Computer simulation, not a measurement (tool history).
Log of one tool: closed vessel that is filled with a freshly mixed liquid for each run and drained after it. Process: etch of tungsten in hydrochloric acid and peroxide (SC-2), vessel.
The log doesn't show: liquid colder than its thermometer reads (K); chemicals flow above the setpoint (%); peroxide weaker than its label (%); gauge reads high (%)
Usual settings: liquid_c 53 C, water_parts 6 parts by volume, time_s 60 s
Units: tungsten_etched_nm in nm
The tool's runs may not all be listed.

run    hour  liquid_c  water_parts  time_s  wafers since the last listed run  hours since the thermometer was replaced  hours since the chemicals flow meter was replaced  hours since the drum of peroxide was connected  hours since the gauge calibration  read-back film thickness of the tungsten reference wafer, read on the same gauge (nm)  tungsten_etched_nm
  1       0        58            6      60                                 0                                    2645.4                                               41.7                                           821.2                              741.6                                                                                  69.96                57.1
  2    48.3        58            6      60                              7152                                    2693.7                                                 90                                           869.5                              789.9                                                                                  70.02               57.12
  3   100.1        53            6      60                              7671                                    2745.5                                              141.8                                           921.3                              841.7                                                                                  70.03               41.61
  4   154.8        53            6      70                              8100                                    2800.2                                              196.5                                             976                              896.4                                                                                  70.01               48.54
  5   187.2      58.5            6      60                              4798                                    2832.6                                              228.9                                          1008.4                              928.8                                                                                  69.97               59.05
      194.2  -- thermometer replaced
  6   222.3      59.5            6      60                              5049                                      28.1                                                264                                          1043.5                              963.9                                                                                     70                63.2
  7   254.6      59.5            6      60                              4783                                      60.4                                              296.3                                          1075.8                              996.2                                                                                  69.95               63.69
  8   300.9      59.5            6      60                              6856                                     106.7                                              342.6                                          1122.1                             1042.5                                                                                  70.04               63.01
  9   343.4        53            6      60                              6293                                     149.2                                              385.1                                          1164.6                               1085                                                                                     70               41.53
      381.2  -- gauge calibrated
 10   408.9        53            8      70                              9700                                     214.7                                              450.6                                          1230.1                               27.7                                                                                  70.01               39.23
 11   454.7        53            6      60                              6782                                     260.5                                              496.4                                          1275.9                               73.5                                                                                     70               42.45
 12   492.7        53            5      35                              5627                                     298.5                                              534.4                                          1313.9                              111.5                                                                                  70.05               28.12
 13   542.9        53            6      60                              7434                                     348.7                                              584.6                                          1364.1                              161.7                                                                                  69.99               42.71
 14   577.7        49          7.5      50                              5153                                     383.5                                              619.4                                          1398.9                              196.5                                                                                  70.01               22.99
 15   605.1        53            6      35                              4057                                     410.9                                              646.8                                          1426.3                              223.9                                                                                     70               25.07
 16     654        48            6      75                              7241                                     459.8                                              695.7                                          1475.2                              272.8                                                                                  69.99               38.42
 17   689.4        53            6      60                              5242                                     495.2                                              731.1                                          1510.6                              308.2                                                                                  69.99               42.67
 18   737.8        59            4      90                              7167                                     543.6                                              779.5                                            1559                              356.6                                                                                  69.98              125.25
 19   777.9        53            4      35                              5938                                     583.7                                              819.6                                          1599.1                              396.7                                                                                  69.97               33.27
      807.3  -- chemicals flow meter replaced
      811.4  -- new drum of peroxide connected
 20   815.8        46            4      35                              5316                                     621.6                                                8.5                                             4.4                              434.6                                                                                  69.99               20.63
 21   870.8        58            8      40                              8145                                     676.6                                               63.5                                            59.4                              489.6                                                                                  69.99               31.09
 22     926        53            6      60                              8174                                     731.8                                              118.7                                           114.6                              544.8                                                                                  69.98               42.95
 23   964.8        53            6      85                              5746                                     770.6                                              157.5                                           153.4                              583.6                                                                                     70               60.79
 24  1015.9        53            6      60                              7567                                     821.7                                              208.6                                           204.5                              634.7                                                                                  70.02               41.72
 25  1203.9        49            4      90                             27841                                    1009.7                                              396.6                                           392.5                              822.7                                                                                     70               65.84

Run 26 comes next. What will it give?
 26  1241.1        53            6      60                              5509                                    1046.9                                              433.8                                           429.7                              859.9                                                                                      ?                   ?

{"run 26": {"read-back film thickness of the tungsten reference wafer, read on the same gauge (nm)": 69.99, "tungsten_etched_nm": 43}}
Without the tool's hidden state the same run would have given tungsten_etched_nm 42.02 nm.
